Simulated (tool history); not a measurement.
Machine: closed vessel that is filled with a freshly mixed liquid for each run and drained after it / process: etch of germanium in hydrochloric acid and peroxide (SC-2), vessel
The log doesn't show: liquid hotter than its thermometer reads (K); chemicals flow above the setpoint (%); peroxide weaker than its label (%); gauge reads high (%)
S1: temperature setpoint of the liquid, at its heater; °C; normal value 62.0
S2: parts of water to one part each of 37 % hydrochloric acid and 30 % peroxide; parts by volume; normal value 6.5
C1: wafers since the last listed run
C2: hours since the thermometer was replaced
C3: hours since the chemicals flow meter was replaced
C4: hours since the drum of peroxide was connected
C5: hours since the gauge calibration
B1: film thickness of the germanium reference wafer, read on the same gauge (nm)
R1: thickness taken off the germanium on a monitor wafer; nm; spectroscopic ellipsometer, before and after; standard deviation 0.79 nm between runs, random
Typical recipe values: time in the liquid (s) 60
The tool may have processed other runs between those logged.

Run 1, day 0.000: usual settings but S1 69.5 °C, S2 7.5 parts by volume; C1 0; C2 957.1; C3 615.4; C4 639.6; C5 413.7; B1 140.01. Result: R1 235.16 nm.
Run 2, day 2.558: usual settings but S1 69.5 °C, S2 7.5 parts by volume; C1 8396; C2 1018.5; C3 676.8; C4 701.0; C5 475.1; B1 139.99. Result: R1 235.46 nm.
Run 3, day 3.908: usual settings but S1 69.5 °C, S2 7.5 parts by volume; C1 4430; C2 1050.9; C3 709.2; C4 733.4; C5 507.5; B1 140.00. Result: R1 235.78 nm.
At day 5.217: gauge calibrated.
Run 4, day 6.271: usual settings but S1 69.0 °C, S2 5.5 parts by volume; C1 7753; C2 1107.6; C3 765.9; C4 790.1; C5 25.3; B1 140.01. Result: R1 237.76 nm.
Run 5, day 7.471: usual settings but S1 69.0 °C, S2 5.5 parts by volume; C1 3938; C2 1136.4; C3 794.7; C4 818.9; C5 54.1; B1 140.00. Result: R1 237.62 nm.
Run 6, day 10.200: usual settings but S1 69.0 °C, S2 5.5 parts by volume; C1 8957; C2 1201.9; C3 860.2; C4 884.4; C5 119.6; B1 139.98. Result: R1 237.89 nm.
Run 7, day 11.946: usual settings; C1 5729; C2 1243.8; C3 902.1; C4 926.3; C5 161.5; B1 139.99. Result: R1 194.78 nm.
At day 13.362: chemicals flow meter replaced.
At day 14.975: new drum of peroxide connected.
Run 8, day 17.375: usual settings; C1 17544; C2 1374.1; C3 96.3; C4 57.6; C5 291.8; B1 140.00. Result: R1 196.26 nm.
Run 9, day 19.208: usual settings; C1 6016; C2 1418.1; C3 140.3; C4 101.6; C5 335.8; B1 139.99. Result: R1 196.29 nm.
Run 10, day 21.500: usual settings but S2 4.0 parts by volume, time in the liquid (s) 35; C1 7521; C2 1473.1; C3 195.3; C4 156.6; C5 390.8; B1 140.01. Result: R1 117.22 nm.
Run 11, day 23.496: usual settings but S1 65.5 °C; C1 6550; C2 1521.0; C3 243.2; C4 204.5; C5 438.7; B1 140.02. Result: R1 218.60 nm.
At day 24.483: gauge calibrated.
At day 24.771: thermometer replaced.
Run 12, day 26.154: usual settings but S2 5.0 parts by volume, time in the liquid (s) 30; C1 8587; C2 33.2; C3 307.0; C4 268.3; C5 40.1; B1 139.99. Result: R1 92.81 nm.
Run 13, day 28.850: usual settings but S2 7.5 parts by volume; C1 8847; C2 97.9; C3 371.7; C4 333.0; C5 104.8; B1 139.99. Result: R1 182.40 nm.
Run 14, day 30.233: usual settings; C1 4540; C2 131.1; C3 404.9; C4 366.2; C5 138.0; B1 139.98. Result: R1 185.22 nm.
Run 15, day 31.933: usual settings but time in the liquid (s) 30; C1 5579; C2 171.9; C3 445.7; C4 407.0; C5 178.8; B1 140.00. Result: R1 91.99 nm.
Run 16, day 34.933: usual settings; C1 9845; C2 243.9; C3 517.7; C4 479.0; C5 250.8; B1 140.01. Result: R1 184.17 nm.
Run 17, day 37.729: usual settings but S2 8.5 parts by volume; C1 9175; C2 311.0; C3 584.8; C4 546.1; C5 317.9; B1 140.02. Result: R1 181.48 nm.
Run 18, day 40.679: usual settings but S2 8.5 parts by volume; C1 9681; C2 381.8; C3 655.6; C4 616.9; C5 388.7; B1 140.01. Result: R1 181.83 nm.

What if the next run were any one of these 3? Each begins from the tool's condition after run 18:
Run A, day 40.708: usual settings but S1 70.0 °C; C1 95; C2 382.5; C3 656.3; C4 617.6; C5 389.4; B1 ?. Result: R1 ?.
Run B, day 40.708: usual settings but S1 57.5 °C, time in the liquid (s) 80; C1 95; C2 382.5; C3 656.3; C4 617.6; C5 389.4; B1 ?. Result: R1 ?.
Run C, day 40.708: usual settings but S2 4.5 parts by volume; C1 95; C2 382.5; C3 656.3; C4 617.6; C5 389.4; B1 ?. Result: R1 ?.

run      B1      R1
  A  140.01  233.56
  B  140.01  216.56
  C  140.01  188.63
With the hidden condition removed and each run's random variation left untouched, the same runs would have given:
run      R1
  A  228.65
  B  211.63
  C  184.41
